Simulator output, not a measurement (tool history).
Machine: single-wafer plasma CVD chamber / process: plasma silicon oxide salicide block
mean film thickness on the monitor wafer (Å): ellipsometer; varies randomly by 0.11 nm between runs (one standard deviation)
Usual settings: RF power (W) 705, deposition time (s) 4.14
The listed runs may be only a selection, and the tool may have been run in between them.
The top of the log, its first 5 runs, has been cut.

run,hour,RF power (W),deposition time (s),wafers since the last listed run,hours since the last RF generator calibration,hours since the showerhead was replaced,hours since the gauge calibration,"read-back reference wafer on the same gauge, thickness_nm",mean film thickness on the monitor wafer (Å)
6,246.3,705,4.14,534,2028.3,3738.4,65.4,50.577,453.77
7,304.6,615,4.54,1104,2086.6,3796.7,123.7,50.599,484.74
8,362.1,615,4.54,1089,2144.1,3854.2,181.2,50.634,485.28
9,410.3,705,4.62,913,2192.3,3902.4,229.4,50.613,508.45
10,439.9,705,4.62,560,2221.9,3932.0,259.0,50.565,506.58
11,471.3,705,3.92,595,2253.3,3963.4,290.4,50.530,429.62
12,498.1,705,3.92,507,2280.1,3990.2,317.2,50.589,431.68
13,532.0,705,3.92,642,2314.0,4024.1,351.1,50.596,431.44
14,565.1,705,4.14,627,2347.1,4057.2,384.2,50.629,454.60
15,629.7,705,4.14,1224,2411.7,4121.8,448.8,50.612,456.14
16,680.8,825,4.49,968,2462.8,4172.9,499.9,50.582,510.39
17,715.7,705,4.14,661,2497.7,4207.8,534.8,50.591,455.52
# hour 753.7: showerhead replaced
# hour 754.8: RF generator calibrated
18,918.8,575,3.53,3676,164.0,165.1,737.9,50.646,375.16
19,984.4,605,3.57,1243,229.6,230.7,803.5,50.655,383.56
20,1019.8,815,3.83,670,265.0,266.1,838.9,50.608,442.45
21,1072.3,620,4.37,994,317.5,318.6,891.4,50.623,473.42
22,1105.5,665,3.65,629,350.7,351.8,924.6,50.578,399.58
23,1135.3,705,4.14,564,380.5,381.6,954.4,50.599,461.96
# hour 1146.2: gauge calibrated
24,1177.6,705,3.83,801,422.8,423.9,31.4,50.598,423.45
25,1243.2,705,4.14,1243,488.4,489.5,97.0,50.541,460.71
26,1303.7,825,4.56,1146,548.9,550.0,157.5,50.562,524.33
27,1356.2,805,4.64,994,601.4,602.5,210.0,50.649,530.91
28,1416.2,795,4.94,1137,661.4,662.5,270.0,50.604,563.61
29,1442.7,580,4.44,502,687.9,689.0,296.5,50.607,472.44
30,1471.1,625,4.63,538,716.3,717.4,324.9,50.571,502.12

Below are 4 alternative next runs, each starting from the tool's condition after run 30. Predict each:
A,1471.5,705,4.14,7,716.7,717.8,325.3,?,?
B,1471.5,580,4.74,7,716.7,717.8,325.3,?,?
C,1471.5,825,4.86,7,716.7,717.8,325.3,?,?
D,1471.5,645,4.80,7,716.7,717.8,325.3,?,?

run,"read-back reference wafer on the same gauge, thickness_nm",mean film thickness on the monitor wafer (Å)
A,50.585,459.90
B,50.585,504.45
C,50.585,559.73
D,50.585,522.75
Take away the tool's hidden state, keep each run's random variation, and the runs would have read:
run,mean film thickness on the monitor wafer (Å)
A,464.25
B,509.22
C,565.02
D,527.70
